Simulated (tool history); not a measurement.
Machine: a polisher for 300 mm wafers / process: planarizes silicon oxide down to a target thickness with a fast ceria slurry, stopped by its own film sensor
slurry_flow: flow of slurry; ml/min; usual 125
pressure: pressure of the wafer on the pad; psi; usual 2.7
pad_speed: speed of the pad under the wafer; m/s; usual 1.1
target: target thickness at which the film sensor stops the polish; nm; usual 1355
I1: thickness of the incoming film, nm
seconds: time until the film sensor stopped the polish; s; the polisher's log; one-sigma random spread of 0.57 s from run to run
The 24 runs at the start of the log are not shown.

run 25 day=51.208 | slurry_flow=85 pressure=2.7 pad_speed=0.98 target=1355 | I1=2105.6 | seconds=57.1
run 26 day=52.983 | slurry_flow=125 pressure=2.2 pad_speed=1.1 target=1355 | I1=2082 | seconds=47
run 27 day=54.383 | slurry_flow=125 pressure=2.7 pad_speed=1.1 target=1355 | I1=2090.4 | seconds=42.4
run 28 day=56.812 | slurry_flow=110 pressure=2.3 pad_speed=1.24 target=1355 | I1=2115.3 | seconds=46.7
run 29 day=59.446 | slurry_flow=150 pressure=3.3 pad_speed=1.36 target=1355 | I1=2067.1 | seconds=30.4
run 30 day=61.85 | slurry_flow=160 pressure=2.7 pad_speed=0.78 target=1462 | I1=2122.8 | seconds=45.4
run 31 day=64.183 | slurry_flow=105 pressure=2.7 pad_speed=1.1 target=1355 | I1=2139.4 | seconds=51
-- day=65.312 slurry nozzle cleaned
-- day=66 worn pad replaced by a new one
run 32 day=66.25 | slurry_flow=80 pressure=2.3 pad_speed=0.84 target=1246 | I1=2107.3 | seconds=86.8
run 33 day=67.921 | slurry_flow=125 pressure=2.7 pad_speed=1.1 target=1355 | I1=2141.6 | seconds=48.4
run 34 day=70.208 | slurry_flow=125 pressure=2 pad_speed=1.1 target=1355 | I1=2129.7 | seconds=53.6
run 35 day=72.421 | slurry_flow=150 pressure=2.4 pad_speed=1.1 target=1104 | I1=2087.4 | seconds=59.6

5 ways to go on from here, each from the tool as it stands after run 35. What would each give?
run A day=72.438 | slurry_flow=125 pressure=2.7 pad_speed=1.1 target=1355 | I1=2096.8 | seconds=?
run B day=72.438 | slurry_flow=125 pressure=2.4 pad_speed=1.1 target=1433 | I1=2096.8 | seconds=?
run C day=72.438 | slurry_flow=125 pressure=3.4 pad_speed=1.1 target=1566 | I1=2096.8 | seconds=?
run D day=72.438 | slurry_flow=95 pressure=2.7 pad_speed=1.1 target=1355 | I1=2096.8 | seconds=?
run E day=72.438 | slurry_flow=135 pressure=3 pad_speed=1.1 target=1355 | I1=2096.8 | seconds=?

run=A seconds=45.3
run=B seconds=43.2
run=C seconds=28.4
run=D seconds=51
run=E seconds=41.7
The same runs, with their run-to-run variation unchanged, on a tool lacking any hidden condition would have given:
run=A seconds=42.8
run=B seconds=40.8
run=C seconds=26.9
run=D seconds=48.3
run=E seconds=39.5
